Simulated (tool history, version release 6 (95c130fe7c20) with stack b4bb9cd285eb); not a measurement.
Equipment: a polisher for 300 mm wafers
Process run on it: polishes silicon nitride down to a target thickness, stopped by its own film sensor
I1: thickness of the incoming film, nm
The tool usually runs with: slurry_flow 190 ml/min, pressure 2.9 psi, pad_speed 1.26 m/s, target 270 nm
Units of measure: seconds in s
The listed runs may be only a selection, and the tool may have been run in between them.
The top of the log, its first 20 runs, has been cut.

{"run": 21, "day": 11.046, "slurry_flow": 190, "pressure": 2.9, "pad_speed": 1.26, "target": 270, "I1": 423.6, "seconds": 115.1}
{"day": 11.292, "done": "head pressure recalibrated"}
{"run": 22, "day": 11.533, "slurry_flow": 225, "pressure": 2.4, "pad_speed": 0.94, "target": 270, "I1": 436.1, "seconds": 183.7}
{"day": 12.075, "done": "worn pad replaced by a new one"}
{"run": 23, "day": 12.096, "slurry_flow": 250, "pressure": 2.9, "pad_speed": 1.52, "target": 270, "I1": 432.7, "seconds": 87.9}
{"run": 24, "day": 12.558, "slurry_flow": 215, "pressure": 3.2, "pad_speed": 1.06, "target": 270, "I1": 424.8, "seconds": 110.6}
{"run": 25, "day": 12.833, "slurry_flow": 190, "pressure": 2.3, "pad_speed": 1.64, "target": 270, "I1": 431.3, "seconds": 112.5}
{"run": 26, "day": 13.496, "slurry_flow": 215, "pressure": 3.4, "pad_speed": 1.26, "target": 270, "I1": 430.7, "seconds": 96.3}
{"run": 27, "day": 14.229, "slurry_flow": 190, "pressure": 2.3, "pad_speed": 1.64, "target": 270, "I1": 428.5, "seconds": 115.1}
{"run": 28, "day": 14.825, "slurry_flow": 140, "pressure": 2.9, "pad_speed": 1.26, "target": 270, "I1": 431.9, "seconds": 120.2}
{"run": 29, "day": 15.179, "slurry_flow": 210, "pressure": 2.9, "pad_speed": 1.26, "target": 270, "I1": 428.5, "seconds": 118.7}
{"run": 30, "day": 15.838, "slurry_flow": 210, "pressure": 3.6, "pad_speed": 0.94, "target": 270, "I1": 435.5, "seconds": 127.4}
{"day": 16.783, "done": "worn pad replaced by a new one"}
{"run": 31, "day": 17.775, "slurry_flow": 190, "pressure": 2.9, "pad_speed": 1.26, "target": 270, "I1": 431.5, "seconds": 110.6}
{"run": 32, "day": 18.117, "slurry_flow": 190, "pressure": 2.9, "pad_speed": 1.26, "target": 270, "I1": 432.3, "seconds": 109}
{"run": 33, "day": 18.421, "slurry_flow": 135, "pressure": 3.6, "pad_speed": 1.26, "target": 270, "I1": 433.5, "seconds": 95.5}
{"run": 34, "day": 18.804, "slurry_flow": 225, "pressure": 2.4, "pad_speed": 0.94, "target": 270, "I1": 434.8, "seconds": 174.9}
{"run": 35, "day": 19.246, "slurry_flow": 155, "pressure": 3.3, "pad_speed": 1.26, "target": 233, "I1": 437.6, "seconds": 132}
{"run": 36, "day": 19.533, "slurry_flow": 225, "pressure": 2.9, "pad_speed": 1.26, "target": 270, "I1": 433.6, "seconds": 115.9}

Consider 5 possible next runs. They are alternatives, not a sequence: every one starts from the tool as it was left by run 36. What does each give?
{"run": "A", "day": 19.554, "slurry_flow": 190, "pressure": 2.9, "pad_speed": 1.26, "target": 270, "I1": 431.9, "seconds": "?"}
{"run": "B", "day": 19.554, "slurry_flow": 145, "pressure": 2.9, "pad_speed": 1.4, "target": 307, "I1": 431.9, "seconds": "?"}
{"run": "C", "day": 19.554, "slurry_flow": 130, "pressure": 2.9, "pad_speed": 1.26, "target": 322, "I1": 431.9, "seconds": "?"}
{"run": "D", "day": 19.554, "slurry_flow": 190, "pressure": 2.9, "pad_speed": 1.14, "target": 320, "I1": 431.9, "seconds": "?"}
{"run": "E", "day": 19.554, "slurry_flow": 130, "pressure": 2.9, "pad_speed": 1.26, "target": 270, "I1": 431.9, "seconds": "?"}

run=A seconds=115.6
run=B seconds=86
run=C seconds=84.4
run=D seconds=86.6
run=E seconds=124.3
Without the tool's hidden state the same runs would have given:
run=A seconds=107.1
run=B seconds=79.7
run=C seconds=78.2
run=D seconds=80.2
run=E seconds=115.2
